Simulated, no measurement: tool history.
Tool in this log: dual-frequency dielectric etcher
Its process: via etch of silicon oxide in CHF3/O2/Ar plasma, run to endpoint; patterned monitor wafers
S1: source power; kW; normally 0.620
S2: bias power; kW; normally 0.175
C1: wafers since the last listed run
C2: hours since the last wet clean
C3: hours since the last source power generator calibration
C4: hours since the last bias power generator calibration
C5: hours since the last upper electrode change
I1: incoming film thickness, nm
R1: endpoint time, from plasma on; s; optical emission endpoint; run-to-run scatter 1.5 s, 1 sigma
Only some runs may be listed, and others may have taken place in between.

{"run": 1, "hour": 0.0, "S1": 0.62, "S2": 0.175, "C1": 0, "C2": 135.9, "C3": 3683.7, "C4": 3683.2, "C5": 3768.9, "I1": 535.3, "R1": 256.1}
{"run": 2, "hour": 44.2, "S1": 0.57, "S2": 0.175, "C1": 294, "C2": 180.1, "C3": 3727.9, "C4": 3727.4, "C5": 3813.1, "I1": 534.1, "R1": 270.8}
{"run": 3, "hour": 97.7, "S1": 0.57, "S2": 0.175, "C1": 356, "C2": 233.6, "C3": 3781.4, "C4": 3780.9, "C5": 3866.6, "I1": 538.1, "R1": 273.6}
{"run": 4, "hour": 203.1, "S1": 0.62, "S2": 0.157, "C1": 702, "C2": 339.0, "C3": 3886.8, "C4": 3886.3, "C5": 3972.0, "I1": 530.8, "R1": 265.5}
{"hour": 296.0, "done": "wet clean of the chamber"}
{"run": 5, "hour": 390.0, "S1": 0.62, "S2": 0.157, "C1": 1086, "C2": 94.0, "C3": 4073.7, "C4": 4073.2, "C5": 4158.9, "I1": 533.0, "R1": 257.1}
{"run": 6, "hour": 423.5, "S1": 0.73, "S2": 0.175, "C1": 223, "C2": 127.5, "C3": 4107.2, "C4": 4106.7, "C5": 4192.4, "I1": 536.9, "R1": 231.0}
{"run": 7, "hour": 449.8, "S1": 0.73, "S2": 0.175, "C1": 175, "C2": 153.8, "C3": 4133.5, "C4": 4133.0, "C5": 4218.7, "I1": 538.0, "R1": 233.0}
{"run": 8, "hour": 489.8, "S1": 0.73, "S2": 0.175, "C1": 266, "C2": 193.8, "C3": 4173.5, "C4": 4173.0, "C5": 4258.7, "I1": 534.3, "R1": 233.6}
{"run": 9, "hour": 545.8, "S1": 0.62, "S2": 0.175, "C1": 373, "C2": 249.8, "C3": 4229.5, "C4": 4229.0, "C5": 4314.7, "I1": 530.7, "R1": 256.1}
{"run": 10, "hour": 571.0, "S1": 0.62, "S2": 0.175, "C1": 168, "C2": 275.0, "C3": 4254.7, "C4": 4254.2, "C5": 4339.9, "I1": 537.1, "R1": 255.7}
{"run": 11, "hour": 620.7, "S1": 0.62, "S2": 0.175, "C1": 331, "C2": 324.7, "C3": 4304.4, "C4": 4303.9, "C5": 4389.6, "I1": 533.6, "R1": 261.7}
{"hour": 695.4, "done": "wet clean of the chamber"}
{"run": 12, "hour": 695.9, "S1": 0.54, "S2": 0.156, "C1": 341, "C2": 0.5, "C3": 4379.6, "C4": 4379.1, "C5": 4464.8, "I1": 537.0, "R1": 275.8}
{"run": 13, "hour": 730.3, "S1": 0.62, "S2": 0.175, "C1": 229, "C2": 34.9, "C3": 4414.0, "C4": 4413.5, "C5": 4499.2, "I1": 536.3, "R1": 249.8}
{"hour": 774.4, "done": "upper electrode replaced"}
{"run": 14, "hour": 774.9, "S1": 0.62, "S2": 0.175, "C1": 137, "C2": 79.5, "C3": 4458.6, "C4": 4458.1, "C5": 0.5, "I1": 531.0, "R1": 250.7}
{"run": 15, "hour": 798.7, "S1": 0.66, "S2": 0.175, "C1": 158, "C2": 103.3, "C3": 4482.4, "C4": 4481.9, "C5": 24.3, "I1": 537.1, "R1": 243.1}
{"run": 16, "hour": 835.8, "S1": 0.67, "S2": 0.137, "C1": 247, "C2": 140.4, "C3": 4519.5, "C4": 4519.0, "C5": 61.4, "I1": 534.6, "R1": 255.6}
{"run": 17, "hour": 885.4, "S1": 0.5, "S2": 0.21, "C1": 330, "C2": 190.0, "C3": 4569.1, "C4": 4568.6, "C5": 111.0, "I1": 537.3, "R1": 278.7}
{"run": 18, "hour": 940.8, "S1": 0.62, "S2": 0.202, "C1": 369, "C2": 245.4, "C3": 4624.5, "C4": 4624.0, "C5": 166.4, "I1": 531.2, "R1": 243.6}
{"run": 19, "hour": 1006.6, "S1": 0.62, "S2": 0.137, "C1": 438, "C2": 311.2, "C3": 4690.3, "C4": 4689.8, "C5": 232.2, "I1": 536.6, "R1": 277.0}
{"run": 20, "hour": 1046.2, "S1": 0.62, "S2": 0.155, "C1": 264, "C2": 350.8, "C3": 4729.9, "C4": 4729.4, "C5": 271.8, "I1": 536.9, "R1": 268.1}
{"hour": 1080.8, "done": "source power generator calibrated"}
{"run": 21, "hour": 1083.8, "S1": 0.71, "S2": 0.162, "C1": 224, "C2": 388.4, "C3": 3.0, "C4": 4767.0, "C5": 309.4, "I1": 535.1, "R1": 246.5}
{"hour": 1096.5, "done": "bias power generator calibrated"}
{"hour": 1121.0, "done": "wet clean of the chamber"}
{"run": 22, "hour": 1144.0, "S1": 0.62, "S2": 0.175, "C1": 214, "C2": 23.0, "C3": 63.2, "C4": 47.5, "C5": 369.6, "I1": 534.2, "R1": 250.1}
{"run": 23, "hour": 1199.4, "S1": 0.62, "S2": 0.175, "C1": 369, "C2": 78.4, "C3": 118.6, "C4": 102.9, "C5": 425.0, "I1": 533.8, "R1": 250.0}

The next listed run, before its measurement:
{"run": 24, "hour": 1251.8, "S1": 0.53, "S2": 0.133, "C1": 349, "C2": 130.8, "C3": 171.0, "C4": 155.3, "C5": 477.4, "I1": 538.3, "R1": "?"}

R1: 300.2 s
The same run, on a tool lacking any hidden state, would have yielded R1 296.1 s.
